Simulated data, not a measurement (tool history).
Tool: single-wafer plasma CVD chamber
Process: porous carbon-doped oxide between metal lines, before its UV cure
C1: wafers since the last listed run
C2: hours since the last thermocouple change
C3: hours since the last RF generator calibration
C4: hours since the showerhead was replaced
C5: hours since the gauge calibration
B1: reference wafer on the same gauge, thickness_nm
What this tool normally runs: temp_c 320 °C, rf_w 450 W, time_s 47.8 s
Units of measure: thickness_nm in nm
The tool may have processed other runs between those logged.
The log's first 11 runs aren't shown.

Run 12, day 5.671: usual settings; C1 216; C2 1614.6; C3 1880.3; C4 8543.5; C5 320.9; B1 182.964. Result: thickness_nm 190.135 nm.
Run 13, day 6.304: usual settings but temp_c 331 °C, rf_w 535 W; C1 212; C2 1629.8; C3 1895.5; C4 8558.7; C5 336.1; B1 182.968. Result: thickness_nm 197.436 nm.
At day 6.950: thermocouple changed; heater temperature recalibrated.
Run 14, day 6.971: usual settings but rf_w 490 W, time_s 55.8 s; C1 111; C2 0.5; C3 1911.5; C4 8574.7; C5 352.1; B1 182.980. Result: thickness_nm 233.998 nm.
Run 15, day 9.150: usual settings but temp_c 332 °C; C1 729; C2 52.8; C3 1963.8; C4 8627.0; C5 404.4; B1 182.966. Result: thickness_nm 178.643 nm.
At day 9.825: showerhead replaced.
At day 9.838: gauge calibrated.
Run 16, day 11.233: usual settings but temp_c 306 °C; C1 585; C2 102.8; C3 2013.8; C4 33.8; C5 33.5; B1 182.956. Result: thickness_nm 206.424 nm.
Run 17, day 11.921: usual settings but temp_c 333 °C, rf_w 425 W, time_s 41.6 s; C1 230; C2 119.3; C3 2030.3; C4 50.3; C5 50.0; B1 183.033. Result: thickness_nm 148.336 nm.
Run 18, day 12.462: usual settings but temp_c 332 °C, rf_w 385 W, time_s 55.2 s; C1 181; C2 132.3; C3 2043.3; C4 63.3; C5 63.0; B1 183.104. Result: thickness_nm 185.761 nm.
Run 19, day 12.975: usual settings but temp_c 309 °C, rf_w 410 W, time_s 44.8 s; C1 171; C2 144.6; C3 2055.6; C4 75.6; C5 75.3; B1 182.943. Result: thickness_nm 179.698 nm.
At day 13.475: RF generator calibrated.
Run 20, day 13.496: usual settings but temp_c 325 °C; C1 62; C2 157.1; C3 0.5; C4 88.1; C5 87.8; B1 183.239. Result: thickness_nm 193.594 nm.
Run 21, day 15.233: usual settings; C1 581; C2 198.8; C3 42.2; C4 129.8; C5 129.5; B1 182.917. Result: thickness_nm 199.550 nm.
Run 22, day 15.800: usual settings but rf_w 525 W, time_s 41.4 s; C1 189; C2 212.4; C3 55.8; C4 143.4; C5 143.1; B1 183.269. Result: thickness_nm 189.967 nm.
Run 23, day 16.404: usual settings but temp_c 333 °C; C1 202; C2 226.9; C3 70.3; C4 157.9; C5 157.6; B1 182.774. Result: thickness_nm 185.800 nm.
Run 24, day 16.762: usual settings but temp_c 313 °C; C1 119; C2 235.5; C3 78.9; C4 166.5; C5 166.2; B1 182.705. Result: thickness_nm 207.775 nm.
Run 25, day 17.504: usual settings but temp_c 325 °C; C1 248; C2 253.3; C3 96.7; C4 184.3; C5 184.0; B1 183.020. Result: thickness_nm 194.579 nm.
Run 26, day 18.021: usual settings; C1 172; C2 265.7; C3 109.1; C4 196.7; C5 196.4; B1 182.844. Result: thickness_nm 200.691 nm.
Run 27, day 18.338: usual settings; C1 106; C2 273.3; C3 116.7; C4 204.3; C5 204.0; B1 182.919. Result: thickness_nm 199.680 nm.
Run 28, day 19.058: usual settings but time_s 40.1 s; C1 241; C2 290.6; C3 134.0; C4 221.6; C5 221.3; B1 182.913. Result: thickness_nm 168.457 nm.
Run 29, day 19.538: usual settings but temp_c 314 °C, rf_w 485 W, time_s 44.6 s; C1 160; C2 302.1; C3 145.5; C4 233.1; C5 232.8; B1 183.183. Result: thickness_nm 201.897 nm.
Run 30, day 20.217: usual settings but rf_w 540 W, time_s 52.9 s; C1 227; C2 318.4; C3 161.8; C4 249.4; C5 249.1; B1 182.808. Result: thickness_nm 244.179 nm.
Run 31, day 20.579: usual settings but rf_w 510 W, time_s 51.4 s; C1 121; C2 327.1; C3 170.5; C4 258.1; C5 257.8; B1 182.839. Result: thickness_nm 228.916 nm.
Run 32, day 20.850: usual settings; C1 90; C2 333.6; C3 177.0; C4 264.6; C5 264.3; B1 183.009. Result: thickness_nm 198.833 nm.
Run 33, day 21.242: usual settings but temp_c 311 °C, rf_w 515 W, time_s 42.9 s; C1 131; C2 343.0; C3 186.4; C4 274.0; C5 273.7; B1 183.126. Result: thickness_nm 202.943 nm.
Run 34, day 21.538: usual settings; C1 99; C2 350.1; C3 193.5; C4 281.1; C5 280.8; B1 182.957. Result: thickness_nm 198.146 nm.

4 ways to go on from here, each from the tool as it stands after run 34. What would each give?
Run A, day 21.554: usual settings but time_s 38.7 s; C1 5; C2 350.5; C3 193.9; C4 281.5; C5 281.2; B1 ?. Result: thickness_nm ?.
Run B, day 21.554: usual settings but temp_c 310 °C, rf_w 380 W, time_s 42.4 s; C1 5; C2 350.5; C3 193.9; C4 281.5; C5 281.2; B1 ?. Result: thickness_nm ?.
Run C, day 21.554: usual settings but temp_c 329 °C; C1 5; C2 350.5; C3 193.9; C4 281.5; C5 281.2; B1 ?. Result: thickness_nm ?.
Run D, day 21.554: usual settings but rf_w 530 W; C1 5; C2 350.5; C3 193.9; C4 281.5; C5 281.2; B1 ?. Result: thickness_nm ?.

run       B1  thickness_nm
  A  182.871       161.589
  B  182.871       169.672
  C  182.871       188.872
  D  182.871       217.176
With no hidden state in the tool, these same runs would have given:
run  thickness_nm
  A       163.110
  B       171.269
  C       190.650
  D       218.924
